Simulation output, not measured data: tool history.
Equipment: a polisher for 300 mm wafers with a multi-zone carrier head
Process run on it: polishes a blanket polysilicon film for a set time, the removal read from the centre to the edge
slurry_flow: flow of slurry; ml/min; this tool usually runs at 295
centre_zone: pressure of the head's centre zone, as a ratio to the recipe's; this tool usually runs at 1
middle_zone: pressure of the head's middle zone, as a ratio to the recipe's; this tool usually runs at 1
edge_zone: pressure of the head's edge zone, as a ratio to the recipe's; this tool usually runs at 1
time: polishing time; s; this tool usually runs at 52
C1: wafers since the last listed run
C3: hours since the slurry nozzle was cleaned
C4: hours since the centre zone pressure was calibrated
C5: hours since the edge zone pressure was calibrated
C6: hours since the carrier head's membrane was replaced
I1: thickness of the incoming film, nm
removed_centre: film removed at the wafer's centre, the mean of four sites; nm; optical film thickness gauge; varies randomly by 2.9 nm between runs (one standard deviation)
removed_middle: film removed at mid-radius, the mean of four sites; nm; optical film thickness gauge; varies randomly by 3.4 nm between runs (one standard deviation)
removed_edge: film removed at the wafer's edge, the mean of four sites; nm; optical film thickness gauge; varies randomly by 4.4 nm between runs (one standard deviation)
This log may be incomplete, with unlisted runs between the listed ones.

{"run": 1, "hour": 0.0, "slurry_flow": 295, "centre_zone": 1, "middle_zone": 1, "edge_zone": 1, "time": 64, "C1": 0, "wafers polished on this pad": 2268, "C3": 174.1, "C4": 666, "C5": 135.8, "C6": 1308.5, "I1": 923.9, "removed_centre": 377.9, "removed_middle": 420.8, "removed_edge": 405.4}
{"hour": 7.0, "done": "worn pad replaced by a new one"}
{"run": 2, "hour": 35.7, "slurry_flow": 295, "centre_zone": 1, "middle_zone": 1, "edge_zone": 1, "time": 38, "C1": 375, "wafers polished on this pad": 339, "C3": 209.8, "C4": 701.7, "C5": 171.5, "C6": 1344.2, "I1": 919.5, "removed_centre": 222.2, "removed_middle": 245.4, "removed_edge": 246.2}
{"run": 3, "hour": 52.6, "slurry_flow": 295, "centre_zone": 1, "middle_zone": 1, "edge_zone": 1, "time": 52, "C1": 199, "wafers polished on this pad": 539, "C3": 226.7, "C4": 718.6, "C5": 188.4, "C6": 1361.1, "I1": 889.6, "removed_centre": 304.9, "removed_middle": 338.4, "removed_edge": 328.8}
{"hour": 79.7, "done": "centre zone pressure recalibrated"}
{"run": 4, "hour": 80.2, "slurry_flow": 295, "centre_zone": 1, "middle_zone": 1, "edge_zone": 1, "time": 52, "C1": 302, "wafers polished on this pad": 842, "C3": 254.3, "C4": 0.5, "C5": 216, "C6": 1388.7, "I1": 918.5, "removed_centre": 340.5, "removed_middle": 340.1, "removed_edge": 333.3}
{"run": 5, "hour": 98.8, "slurry_flow": 265, "centre_zone": 0.92, "middle_zone": 1, "edge_zone": 1.07, "time": 64, "C1": 220, "wafers polished on this pad": 1062, "C3": 272.9, "C4": 19.1, "C5": 234.6, "C6": 1407.3, "I1": 911.9, "removed_centre": 378.5, "removed_middle": 412.4, "removed_edge": 426.2}
{"run": 6, "hour": 165.6, "slurry_flow": 355, "centre_zone": 1, "middle_zone": 1, "edge_zone": 1, "time": 52, "C1": 790, "wafers polished on this pad": 1852, "C3": 339.7, "C4": 85.9, "C5": 301.4, "C6": 1474.1, "I1": 896.6, "removed_centre": 334.6, "removed_middle": 339.7, "removed_edge": 338.2}
{"hour": 182.7, "done": "carrier head's membrane replaced by a new one"}
{"run": 7, "hour": 183.7, "slurry_flow": 295, "centre_zone": 1, "middle_zone": 0.96, "edge_zone": 1, "time": 52, "C1": 154, "wafers polished on this pad": 2007, "C3": 357.8, "C4": 104, "C5": 319.5, "C6": 1, "I1": 910.9, "removed_centre": 324.2, "removed_middle": 331.1, "removed_edge": 330.3}
{"hour": 209.6, "done": "worn pad replaced by a new one"}
{"run": 8, "hour": 215.3, "slurry_flow": 385, "centre_zone": 1, "middle_zone": 1, "edge_zone": 0.9, "time": 44, "C1": 326, "wafers polished on this pad": 67, "C3": 389.4, "C4": 135.6, "C5": 351.1, "C6": 32.6, "I1": 902.1, "removed_centre": 280.9, "removed_middle": 293.1, "removed_edge": 277.6}
{"run": 9, "hour": 248.1, "slurry_flow": 295, "centre_zone": 1, "middle_zone": 1, "edge_zone": 1, "time": 52, "C1": 388, "wafers polished on this pad": 455, "C3": 422.2, "C4": 168.4, "C5": 383.9, "C6": 65.4, "I1": 929.8, "removed_centre": 318.6, "removed_middle": 338.3, "removed_edge": 335.3}
{"run": 10, "hour": 261.5, "slurry_flow": 190, "centre_zone": 1, "middle_zone": 1.09, "edge_zone": 1, "time": 52, "C1": 158, "wafers polished on this pad": 613, "C3": 435.6, "C4": 181.8, "C5": 397.3, "C6": 78.8, "I1": 902.5, "removed_centre": 301, "removed_middle": 333.4, "removed_edge": 320.9}
{"run": 11, "hour": 286.5, "slurry_flow": 295, "centre_zone": 1, "middle_zone": 1, "edge_zone": 1, "time": 52, "C1": 295, "wafers polished on this pad": 909, "C3": 460.6, "C4": 206.8, "C5": 422.3, "C6": 103.8, "I1": 906.4, "removed_centre": 317, "removed_middle": 334.5, "removed_edge": 329.4}
{"run": 12, "hour": 299.0, "slurry_flow": 335, "centre_zone": 1, "middle_zone": 1.11, "edge_zone": 0.93, "time": 41, "C1": 147, "wafers polished on this pad": 1057, "C3": 473.1, "C4": 219.3, "C5": 434.8, "C6": 116.3, "I1": 919.3, "removed_centre": 254.6, "removed_middle": 288.7, "removed_edge": 256}
{"run": 13, "hour": 322.6, "slurry_flow": 295, "centre_zone": 1, "middle_zone": 1, "edge_zone": 1, "time": 52, "C1": 279, "wafers polished on this pad": 1336, "C3": 496.7, "C4": 242.9, "C5": 458.4, "C6": 139.9, "I1": 916.3, "removed_centre": 314.1, "removed_middle": 332.5, "removed_edge": 330.2}
{"run": 14, "hour": 353.1, "slurry_flow": 295, "centre_zone": 0.92, "middle_zone": 1, "edge_zone": 1, "time": 52, "C1": 360, "wafers polished on this pad": 1697, "C3": 527.2, "C4": 273.4, "C5": 488.9, "C6": 170.4, "I1": 906.8, "removed_centre": 289.2, "removed_middle": 330.1, "removed_edge": 335.8}
{"run": 15, "hour": 396.3, "slurry_flow": 220, "centre_zone": 1, "middle_zone": 1, "edge_zone": 1, "time": 41, "C1": 511, "wafers polished on this pad": 2208, "C3": 570.4, "C4": 316.6, "C5": 532.1, "C6": 213.6, "I1": 907, "removed_centre": 231.6, "removed_middle": 252.8, "removed_edge": 249.4}
{"hour": 407.4, "done": "worn pad replaced by a new one"}
{"run": 16, "hour": 415.3, "slurry_flow": 295, "centre_zone": 1, "middle_zone": 1.06, "edge_zone": 0.95, "time": 44, "C1": 177, "wafers polished on this pad": 93, "C3": 589.4, "C4": 335.6, "C5": 551.1, "C6": 232.6, "I1": 901.9, "removed_centre": 259.5, "removed_middle": 296.5, "removed_edge": 275.9}
{"run": 17, "hour": 427.9, "slurry_flow": 195, "centre_zone": 1, "middle_zone": 0.93, "edge_zone": 1, "time": 52, "C1": 149, "wafers polished on this pad": 242, "C3": 602, "C4": 348.2, "C5": 563.7, "C6": 245.2, "I1": 907.6, "removed_centre": 286.3, "removed_middle": 296.8, "removed_edge": 312.8}
{"run": 18, "hour": 456.4, "slurry_flow": 295, "centre_zone": 1, "middle_zone": 1, "edge_zone": 1, "time": 52, "C1": 337, "wafers polished on this pad": 580, "C3": 630.5, "C4": 376.7, "C5": 592.2, "C6": 273.7, "I1": 908.7, "removed_centre": 305.4, "removed_middle": 330.2, "removed_edge": 328.1}
{"run": 19, "hour": 476.9, "slurry_flow": 210, "centre_zone": 1, "middle_zone": 1, "edge_zone": 1.11, "time": 46, "C1": 242, "wafers polished on this pad": 822, "C3": 651, "C4": 397.2, "C5": 612.7, "C6": 294.2, "I1": 915.3, "removed_centre": 254, "removed_middle": 278.2, "removed_edge": 295.8}
{"run": 20, "hour": 511.1, "slurry_flow": 295, "centre_zone": 1, "middle_zone": 0.94, "edge_zone": 1.07, "time": 52, "C1": 404, "wafers polished on this pad": 1227, "C3": 685.2, "C4": 431.4, "C5": 646.9, "C6": 328.4, "I1": 914, "removed_centre": 299.8, "removed_middle": 306.7, "removed_edge": 336.4}
{"run": 21, "hour": 539.5, "slurry_flow": 295, "centre_zone": 1, "middle_zone": 1, "edge_zone": 1, "time": 52, "C1": 335, "wafers polished on this pad": 1563, "C3": 713.6, "C4": 459.8, "C5": 675.3, "C6": 356.8, "I1": 925.9, "removed_centre": 297.3, "removed_middle": 327.7, "removed_edge": 318.5}
{"hour": 564.6, "done": "slurry nozzle cleaned"}
{"run": 22, "hour": 571.5, "slurry_flow": 320, "centre_zone": 1.09, "middle_zone": 1, "edge_zone": 1, "time": 52, "C1": 366, "wafers polished on this pad": 1929, "C3": 6.9, "C4": 491.8, "C5": 707.3, "C6": 388.8, "I1": 906.6, "removed_centre": 341.2, "removed_middle": 344.8, "removed_edge": 338.1}
{"run": 23, "hour": 606.2, "slurry_flow": 295, "centre_zone": 1.03, "middle_zone": 1, "edge_zone": 1, "time": 52, "C1": 410, "wafers polished on this pad": 2340, "C3": 41.6, "C4": 526.5, "C5": 742, "C6": 423.5, "I1": 926.2, "removed_centre": 321.8, "removed_middle": 335.6, "removed_edge": 340}

3 options for the next run, each taken on its own from the tool as it stands now. Forecast them:
{"run": "A", "hour": 606.6, "slurry_flow": 295, "centre_zone": 1, "middle_zone": 0.89, "edge_zone": 1, "time": 52, "C1": 4, "wafers polished on this pad": 2345, "C3": 42, "C4": 526.9, "C5": 742.4, "C6": 423.9, "I1": 908.1, "removed_centre": "?", "removed_middle": "?", "removed_edge": "?"}
{"run": "B", "hour": 606.6, "slurry_flow": 295, "centre_zone": 1, "middle_zone": 1, "edge_zone": 1, "time": 66, "C1": 4, "wafers polished on this pad": 2345, "C3": 42, "C4": 526.9, "C5": 742.4, "C6": 423.9, "I1": 908.1, "removed_centre": "?", "removed_middle": "?", "removed_edge": "?"}
{"run": "C", "hour": 606.6, "slurry_flow": 340, "centre_zone": 1, "middle_zone": 1, "edge_zone": 1, "time": 52, "C1": 4, "wafers polished on this pad": 2345, "C3": 42, "C4": 526.9, "C5": 742.4, "C6": 423.9, "I1": 908.1, "removed_centre": "?", "removed_middle": "?", "removed_edge": "?"}

run=A removed_centre=313 removed_middle=312.5 removed_edge=333.8
run=B removed_centre=397.6 removed_middle=429.4 removed_edge=423.2
run=C removed_centre=317.5 removed_middle=342.5 removed_edge=336.6
Without the tool's hidden state the same runs would have given:
run=A removed_centre=342.5 removed_middle=312.5 removed_edge=333.9
run=B removed_centre=435 removed_middle=429.4 removed_edge=423.3
run=C removed_centre=347.4 removed_middle=342.5 removed_edge=336.7
